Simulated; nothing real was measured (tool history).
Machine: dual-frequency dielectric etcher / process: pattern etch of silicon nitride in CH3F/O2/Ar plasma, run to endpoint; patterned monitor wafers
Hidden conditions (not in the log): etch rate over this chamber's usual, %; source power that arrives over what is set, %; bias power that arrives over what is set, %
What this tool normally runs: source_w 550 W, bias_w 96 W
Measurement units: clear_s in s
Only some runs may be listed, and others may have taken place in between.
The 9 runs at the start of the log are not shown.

| run | day | source_w | bias_w | wafers since the last listed run | hours since the last wet clean | hours since the last source power generator calibration | hours since the last bias power generator calibration | hours since the last upper electrode change | incoming incoming film thickness, nm | clear_s |
|---|---|---|---|---|---|---|---|---|---|---|
| 10 | 10.371 | 550 | 96 | 446 | 138.8 | 3466.5 | 2331.0 | 4360.2 | 46.50 | 49.2 |
|  | 11.750 | upper electrode replaced, of another model than before |
| 11 | 11.771 | 550 | 96 | 78 | 172.4 | 3500.1 | 2364.6 | 0.5 | 47.03 | 49.9 |
| 12 | 12.146 | 550 | 96 | 73 | 181.4 | 3509.1 | 2373.6 | 9.5 | 46.44 | 49.4 |
| 13 | 13.021 | 550 | 96 | 172 | 202.4 | 3530.1 | 2394.6 | 30.5 | 46.89 | 49.7 |
| 14 | 14.017 | 550 | 88 | 195 | 226.3 | 3554.0 | 2418.5 | 54.4 | 47.04 | 51.2 |
| 15 | 14.517 | 550 | 96 | 98 | 238.3 | 3566.0 | 2430.5 | 66.4 | 46.72 | 49.5 |
| 16 | 15.054 | 550 | 96 | 105 | 251.2 | 3578.9 | 2443.4 | 79.3 | 46.80 | 49.9 |
| 17 | 15.975 | 450 | 81 | 181 | 273.3 | 3601.0 | 2465.5 | 101.4 | 47.14 | 62.4 |
| 18 | 17.117 | 630 | 96 | 224 | 300.7 | 3628.4 | 2492.9 | 128.8 | 46.96 | 45.0 |
|  | 17.492 | source power generator calibrated |
| 19 | 18.283 | 450 | 89 | 196 | 328.7 | 19.0 | 2520.9 | 156.8 | 46.34 | 59.8 |
|  | 18.575 | bias power generator calibrated |
| 20 | 19.183 | 410 | 111 | 144 | 350.3 | 40.6 | 14.6 | 178.4 | 46.42 | 62.8 |

What does the tool deliver on the next run?
| 21 | 20.046 | 550 | 96 | 169 | 371.0 | 61.3 | 35.3 | 199.1 | 46.78 | ? |

{"run 21": {"clear_s": 49.4}}
Take away the tool's hidden state, keep the run-to-run variation as it was, and the same run would have given clear_s 49.8 s.
